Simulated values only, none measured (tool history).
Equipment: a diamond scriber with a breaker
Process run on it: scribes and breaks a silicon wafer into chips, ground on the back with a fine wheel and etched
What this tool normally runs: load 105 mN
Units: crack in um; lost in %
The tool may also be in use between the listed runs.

run,hour,load,"incoming depth of the damage left on the back of the incoming wafer, um",crack,lost
1,0.0,105,0.74,6.54,2.39
2,14.8,90,0.56,6.06,4.21
3,38.7,90,0.61,5.95,4.31
4,69.1,90,0.34,6.11,4.40
5,95.1,105,0.80,6.35,2.95
6,107.5,105,0.72,6.34,2.80
7,122.6,105,0.39,6.35,2.80
# hour 124.6: load on the tip recalibrated
8,177.9,105,0.34,6.45,2.84
9,211.8,129,0.55,6.93,1.43
# hour 230.5: diamond tip replaced by a new one, of another model than before
10,244.7,105,0.67,7.30,0.86
11,264.5,134,0.70,7.85,1.13
12,295.2,125,0.39,7.49,1.01
13,313.5,124,0.38,7.35,0.95
14,333.2,83,0.64,6.83,1.90

Pick out some run-to-run changes in crack. Of each, how much would a tool without hidden state show as well, from the settings, what came in and chance, and how much is left for the hidden state and any gauge scatter not in both results compared?
Hidden conditions of the tool in this case: share of the diamond tip's cutting effectiveness lost through wear, %; deviation of the load on the tip from its setpoint, %.
Run 9 -> 10: load 129 -> 105, diamond tip replaced by a new one, of another model than before. crack +0.37 um: hidden state +1.11, all else -0.74.
Run 10 -> 11: load 105 -> 134. crack +0.55 um: hidden state -0.04, all else +0.59.

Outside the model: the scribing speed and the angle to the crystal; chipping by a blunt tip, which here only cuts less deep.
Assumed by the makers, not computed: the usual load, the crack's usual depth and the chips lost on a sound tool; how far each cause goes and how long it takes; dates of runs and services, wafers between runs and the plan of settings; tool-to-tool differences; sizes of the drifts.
